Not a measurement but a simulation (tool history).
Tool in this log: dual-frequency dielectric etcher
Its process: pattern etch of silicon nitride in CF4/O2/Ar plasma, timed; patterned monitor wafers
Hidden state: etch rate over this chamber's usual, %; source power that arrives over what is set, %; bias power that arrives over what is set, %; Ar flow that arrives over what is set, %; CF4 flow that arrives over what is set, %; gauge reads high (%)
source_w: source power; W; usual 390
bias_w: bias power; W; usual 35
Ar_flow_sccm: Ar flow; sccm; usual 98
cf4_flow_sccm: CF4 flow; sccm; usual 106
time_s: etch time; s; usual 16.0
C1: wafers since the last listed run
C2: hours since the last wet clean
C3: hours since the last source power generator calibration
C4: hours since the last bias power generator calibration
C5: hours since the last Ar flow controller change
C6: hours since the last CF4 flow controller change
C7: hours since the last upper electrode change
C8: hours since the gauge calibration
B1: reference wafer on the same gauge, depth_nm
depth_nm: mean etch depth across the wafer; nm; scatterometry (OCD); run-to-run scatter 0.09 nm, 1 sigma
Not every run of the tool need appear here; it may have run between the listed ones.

Run 1, hour 0.0: usual settings; C1 0; C2 235.7; C3 3291.1; C4 3402.8; C5 2505.0; C6 2597.9; C7 2586.5; C8 195.5; B1 27.13. Result: depth_nm 22.94 nm.
Run 2, hour 30.8: usual settings; C1 546; C2 266.5; C3 3321.9; C4 3433.6; C5 2535.8; C6 2628.7; C7 2617.3; C8 226.3; B1 27.07. Result: depth_nm 22.97 nm.
Run 3, hour 61.6: usual settings; C1 546; C2 297.3; C3 3352.7; C4 3464.4; C5 2566.6; C6 2659.5; C7 2648.1; C8 257.1; B1 27.07. Result: depth_nm 22.85 nm.
Run 4, hour 75.2: usual settings; C1 241; C2 310.9; C3 3366.3; C4 3478.0; C5 2580.2; C6 2673.1; C7 2661.7; C8 270.7; B1 26.99. Result: depth_nm 22.84 nm.
Run 5, hour 88.7: usual settings but bias_w 31 W, cf4_flow_sccm 114 sccm; C1 239; C2 324.4; C3 3379.8; C4 3491.5; C5 2593.7; C6 2686.6; C7 2675.2; C8 284.2; B1 27.00. Result: depth_nm 22.07 nm.
At hour 118.9: wet clean of the chamber.
Run 6, hour 119.4: usual settings but bias_w 31 W, cf4_flow_sccm 114 sccm; C1 118; C2 0.5; C3 3410.5; C4 3522.2; C5 2624.4; C6 2717.3; C7 2705.9; C8 314.9; B1 26.98. Result: depth_nm 22.13 nm.
Run 7, hour 119.7: usual settings but bias_w 31 W, cf4_flow_sccm 114 sccm; C1 5; C2 0.8; C3 3410.8; C4 3522.5; C5 2624.7; C6 2717.6; C7 2706.2; C8 315.2; B1 26.93. Result: depth_nm 22.09 nm.
Run 8, hour 134.2: usual settings but bias_w 40 W; C1 257; C2 15.3; C3 3425.3; C4 3537.0; C5 2639.2; C6 2732.1; C7 2720.7; C8 329.7; B1 26.86. Result: depth_nm 23.76 nm.
At hour 145.0: CF4 flow controller replaced.
At hour 165.0: Ar flow controller replaced.
Run 9, hour 168.9: usual settings; C1 402; C2 50.0; C3 3460.0; C4 3571.7; C5 3.9; C6 23.9; C7 2755.4; C8 364.4; B1 26.79. Result: depth_nm 22.56 nm.
At hour 177.7: gauge calibrated.
At hour 187.6: source power generator calibrated.
Run 10, hour 197.1: usual settings but source_w 310 W; C1 429; C2 78.2; C3 9.5; C4 3599.9; C5 32.1; C6 52.1; C7 2783.6; C8 19.4; B1 27.25. Result: depth_nm 17.90 nm.
At hour 221.5: upper electrode replaced.
Run 11, hour 222.0: usual settings; C1 15; C2 103.1; C3 34.4; C4 3624.8; C5 57.0; C6 77.0; C7 0.5; C8 44.3; B1 27.29. Result: depth_nm 23.10 nm.
Run 12, hour 250.7: usual settings but bias_w 32 W, time_s 13.5 s; C1 509; C2 131.8; C3 63.1; C4 3653.5; C5 85.7; C6 105.7; C7 29.2; C8 73.0; B1 27.27. Result: depth_nm 18.89 nm.
Run 13, hour 275.3: usual settings but Ar_flow_sccm 107 sccm; C1 436; C2 156.4; C3 87.7; C4 3678.1; C5 110.3; C6 130.3; C7 53.8; C8 97.6; B1 27.24. Result: depth_nm 22.86 nm.
Run 14, hour 293.1: usual settings; C1 315; C2 174.2; C3 105.5; C4 3695.9; C5 128.1; C6 148.1; C7 71.6; C8 115.4; B1 27.26. Result: depth_nm 22.99 nm.
Run 15, hour 318.5: usual settings but bias_w 29 W, time_s 20.0 s; C1 450; C2 199.6; C3 130.9; C4 3721.3; C5 153.5; C6 173.5; C7 97.0; C8 140.8; B1 27.22. Result: depth_nm 27.20 nm.
Run 16, hour 343.1: usual settings; C1 436; C2 224.2; C3 155.5; C4 3745.9; C5 178.1; C6 198.1; C7 121.6; C8 165.4; B1 27.18. Result: depth_nm 22.91 nm.
At hour 397.5: bias power generator calibrated.
Run 17, hour 416.8: usual settings but source_w 330 W, bias_w 26 W, Ar_flow_sccm 82 sccm, cf4_flow_sccm 124 sccm; C1 1236; C2 297.9; C3 229.2; C4 19.3; C5 251.8; C6 271.8; C7 195.3; C8 239.1; B1 27.09. Result: depth_nm 18.21 nm.
At hour 456.4: wet clean of the chamber.
Run 18, hour 456.9: usual settings; C1 285; C2 0.5; C3 269.3; C4 59.4; C5 291.9; C6 311.9; C7 235.4; C8 279.2; B1 27.09. Result: depth_nm 22.74 nm.
Run 19, hour 480.8: usual settings but bias_w 27 W; C1 423; C2 24.4; C3 293.2; C4 83.3; C5 315.8; C6 335.8; C7 259.3; C8 303.1; B1 26.96. Result: depth_nm 21.08 nm.
At hour 496.4: gauge calibrated.
Run 20, hour 516.7: usual settings but source_w 470 W, bias_w 41 W, cf4_flow_sccm 98 sccm, time_s 18.0 s; C1 636; C2 60.3; C3 329.1; C4 119.2; C5 351.7; C6 371.7; C7 295.2; C8 20.3; B1 27.32. Result: depth_nm 32.78 nm.
Run 21, hour 537.4: usual settings but cf4_flow_sccm 117 sccm; C1 367; C2 81.0; C3 349.8; C4 139.9; C5 372.4; C6 392.4; C7 315.9; C8 41.0; B1 27.30. Result: depth_nm 23.39 nm.

Each row is a separate what-if for the run after 21, all from the same tool condition, not one after another. Results?
Run A, hour 537.8: usual settings but source_w 460 W; C1 7; C2 81.4; C3 350.2; C4 140.3; C5 372.8; C6 392.8; C7 316.3; C8 41.4; B1 ?. Result: depth_nm ?.
Run B, hour 537.8: usual settings but bias_w 28 W; C1 7; C2 81.4; C3 350.2; C4 140.3; C5 372.8; C6 392.8; C7 316.3; C8 41.4; B1 ?. Result: depth_nm ?.
Run C, hour 537.8: usual settings but Ar_flow_sccm 114 sccm; C1 7; C2 81.4; C3 350.2; C4 140.3; C5 372.8; C6 392.8; C7 316.3; C8 41.4; B1 ?. Result: depth_nm ?.
Run D, hour 537.8: usual settings but source_w 320 W, cf4_flow_sccm 129 sccm, time_s 13.5 s; C1 7; C2 81.4; C3 350.2; C4 140.3; C5 372.8; C6 392.8; C7 316.3; C8 41.4; B1 ?. Result: depth_nm ?.

run     B1  depth_nm
  A  27.36     27.55
  B  27.36     21.68
  C  27.36     22.83
  D  27.36     16.08
With no hidden state in the tool, these same runs would have given:
run  depth_nm
  A     27.55
  B     21.68
  C     22.84
  D     16.09
